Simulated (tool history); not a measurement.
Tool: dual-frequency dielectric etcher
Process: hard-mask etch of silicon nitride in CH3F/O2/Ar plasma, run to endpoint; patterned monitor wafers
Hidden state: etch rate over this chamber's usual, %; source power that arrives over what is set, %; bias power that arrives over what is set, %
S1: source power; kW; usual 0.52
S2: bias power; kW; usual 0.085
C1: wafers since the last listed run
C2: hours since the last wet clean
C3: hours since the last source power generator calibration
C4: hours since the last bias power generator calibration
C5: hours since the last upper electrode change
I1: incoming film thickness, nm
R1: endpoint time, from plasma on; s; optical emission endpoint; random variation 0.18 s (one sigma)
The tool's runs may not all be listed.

run 1 hour=0 | S1=0.52 S2=0.073 | C1=0 C2=450.6 C3=1685.9 C4=2908.9 C5=3921.2 | I1=34.01 | R1=45.5
run 2 hour=60.6 | S1=0.52 S2=0.073 | C1=416 C2=511.2 C3=1746.5 C4=2969.5 C5=3981.8 | I1=33.56 | R1=45.4
-- hour=89.5 wet clean of the chamber
run 3 hour=102.6 | S1=0.52 S2=0.085 | C1=123 C2=13.1 C3=1788.5 C4=3011.5 C5=4023.8 | I1=33.75 | R1=42
run 4 hour=172.2 | S1=0.52 S2=0.085 | C1=477 C2=82.7 C3=1858.1 C4=3081.1 C5=4093.4 | I1=33.82 | R1=42.6
run 5 hour=220.1 | S1=0.47 S2=0.085 | C1=328 C2=130.6 C3=1906 C4=3129 C5=4141.3 | I1=34.21 | R1=45.4
run 6 hour=259.5 | S1=0.52 S2=0.085 | C1=270 C2=170 C3=1945.4 C4=3168.4 C5=4180.7 | I1=34.03 | R1=43
run 7 hour=299.5 | S1=0.48 S2=0.085 | C1=274 C2=210 C3=1985.4 C4=3208.4 C5=4220.7 | I1=33.95 | R1=44.5
run 8 hour=452.2 | S1=0.48 S2=0.085 | C1=1048 C2=362.7 C3=2138.1 C4=3361.1 C5=4373.4 | I1=33.65 | R1=44.6
run 9 hour=518.7 | S1=0.52 S2=0.085 | C1=456 C2=429.2 C3=2204.6 C4=3427.6 C5=4439.9 | I1=33.73 | R1=43.1
run 10 hour=547.6 | S1=0.52 S2=0.085 | C1=198 C2=458.1 C3=2233.5 C4=3456.5 C5=4468.8 | I1=33.44 | R1=42.7
run 11 hour=611.3 | S1=0.52 S2=0.085 | C1=437 C2=521.8 C3=2297.2 C4=3520.2 C5=4532.5 | I1=33.67 | R1=43
run 12 hour=659.7 | S1=0.59 S2=0.085 | C1=332 C2=570.2 C3=2345.6 C4=3568.6 C5=4580.9 | I1=33.92 | R1=40.7
run 13 hour=699.3 | S1=0.52 S2=0.085 | C1=271 C2=609.8 C3=2385.2 C4=3608.2 C5=4620.5 | I1=33.81 | R1=43.8
run 14 hour=744.3 | S1=0.52 S2=0.085 | C1=308 C2=654.8 C3=2430.2 C4=3653.2 C5=4665.5 | I1=33.94 | R1=43.8
-- hour=770.9 wet clean of the chamber
-- hour=843.7 upper electrode replaced
run 15 hour=939.9 | S1=0.52 S2=0.085 | C1=1013 C2=169 C3=2625.8 C4=3848.8 C5=96.2 | I1=33.64 | R1=45.2
-- hour=1008.4 wet clean of the chamber, repeated, since the last time left the tool worse
run 16 hour=1008.9 | S1=0.42 S2=0.071 | C1=308 C2=0.5 C3=2694.8 C4=3917.8 C5=165.2 | I1=33.85 | R1=50.9
-- hour=1050.5 source power generator calibrated
run 17 hour=1057 | S1=0.42 S2=0.071 | C1=302 C2=48.6 C3=6.5 C4=3965.9 C5=213.3 | I1=33.9 | R1=51
run 18 hour=1106 | S1=0.46 S2=0.085 | C1=336 C2=97.6 C3=55.5 C4=4014.9 C5=262.3 | I1=33.54 | R1=45.1
run 19 hour=1172.7 | S1=0.45 S2=0.097 | C1=457 C2=164.3 C3=122.2 C4=4081.6 C5=329 | I1=33.62 | R1=44.1
run 20 hour=1208.8 | S1=0.58 S2=0.085 | C1=247 C2=200.4 C3=158.3 C4=4117.7 C5=365.1 | I1=33.62 | R1=40.4
run 21 hour=1248.3 | S1=0.52 S2=0.085 | C1=271 C2=239.9 C3=197.8 C4=4157.2 C5=404.6 | I1=33.89 | R1=42.9
-- hour=1263.9 bias power generator calibrated
run 22 hour=1282.6 | S1=0.43 S2=0.1 | C1=208 C2=274.2 C3=232.1 C4=18.7 C5=438.9 | I1=33.68 | R1=44.8
run 23 hour=1347.1 | S1=0.64 S2=0.096 | C1=442 C2=338.7 C3=296.6 C4=83.2 C5=503.4 | I1=33.56 | R1=37
run 24 hour=1415.2 | S1=0.52 S2=0.106 | C1=467 C2=406.8 C3=364.7 C4=151.3 C5=571.5 | I1=33.98 | R1=40
run 25 hour=1449.7 | S1=0.44 S2=0.07 | C1=236 C2=441.3 C3=399.2 C4=185.8 C5=606 | I1=33.84 | R1=51.1
run 26 hour=1520.4 | S1=0.52 S2=0.085 | C1=485 C2=512 C3=469.9 C4=256.5 C5=676.7 | I1=34.1 | R1=43.9
run 27 hour=1577.6 | S1=0.52 S2=0.085 | C1=392 C2=569.2 C3=527.1 C4=313.7 C5=733.9 | I1=33.92 | R1=43.6
run 28 hour=1609 | S1=0.39 S2=0.068 | C1=215 C2=600.6 C3=558.5 C4=345.1 C5=765.3 | I1=34.04 | R1=56
run 29 hour=1663.7 | S1=0.58 S2=0.091 | C1=375 C2=655.3 C3=613.2 C4=399.8 C5=820 | I1=33.78 | R1=40.6
-- hour=1707.9 wet clean of the chamber
run 30 hour=1720.9 | S1=0.43 S2=0.097 | C1=227 C2=13 C3=670.4 C4=457 C5=877.2 | I1=33.79 | R1=44.5
run 31 hour=1753.5 | S1=0.63 S2=0.079 | C1=223 C2=45.6 C3=703 C4=489.6 C5=909.8 | I1=33.52 | R1=39
run 32 hour=1812 | S1=0.52 S2=0.085 | C1=401 C2=104.1 C3=761.5 C4=548.1 C5=968.3 | I1=33.6 | R1=42.1
run 33 hour=1881.6 | S1=0.52 S2=0.085 | C1=477 C2=173.7 C3=831.1 C4=617.7 C5=1037.9 | I1=33.68 | R1=42.7
run 34 hour=1910.1 | S1=0.41 S2=0.104 | C1=195 C2=202.2 C3=859.6 C4=646.2 C5=1066.4 | I1=34.09 | R1=45.1

Hidden state at the last listed run before each entry between runs and at the first one after, where it differs:
Between runs 2 and 3: wet clean of the chamber (hour 89.5)
  etch rate over this chamber's usual, %: -2.29 -> -0.105
  measured less the result without the state, R1: +1 -> +0 s
Between runs 14 and 15: wet clean of the chamber (hour 770.9); upper electrode replaced (hour 843.7)
  etch rate over this chamber's usual, %: -3.24 -> -6.58
  measured less the result without the state, R1: +1.4 -> +3 s
Between runs 15 and 16: wet clean of the chamber, repeated, since the last time left the tool worse (hour 1008.4)
  etch rate over this chamber's usual, %: -6.58 -> -0.558
  measured less the result without the state, R1: +3 -> +0.3 s
Between runs 16 and 17: source power generator calibrated (hour 1050.5)
  etch rate over this chamber's usual, %: -0.558 -> -0.793
  measured less the result without the state, R1: +0.3 -> +0.4 s
Between runs 21 and 22: bias power generator calibrated (hour 1263.9)
  etch rate over this chamber's usual, %: -1.73 -> -1.89
  measured less the result without the state, R1: +0.7 -> +0.8 s
Between runs 29 and 30: wet clean of the chamber (hour 1707.9)
  etch rate over this chamber's usual, %: -3.75 -> -0.218
  measured less the result without the state, R1: +1.5 -> +0.1 s
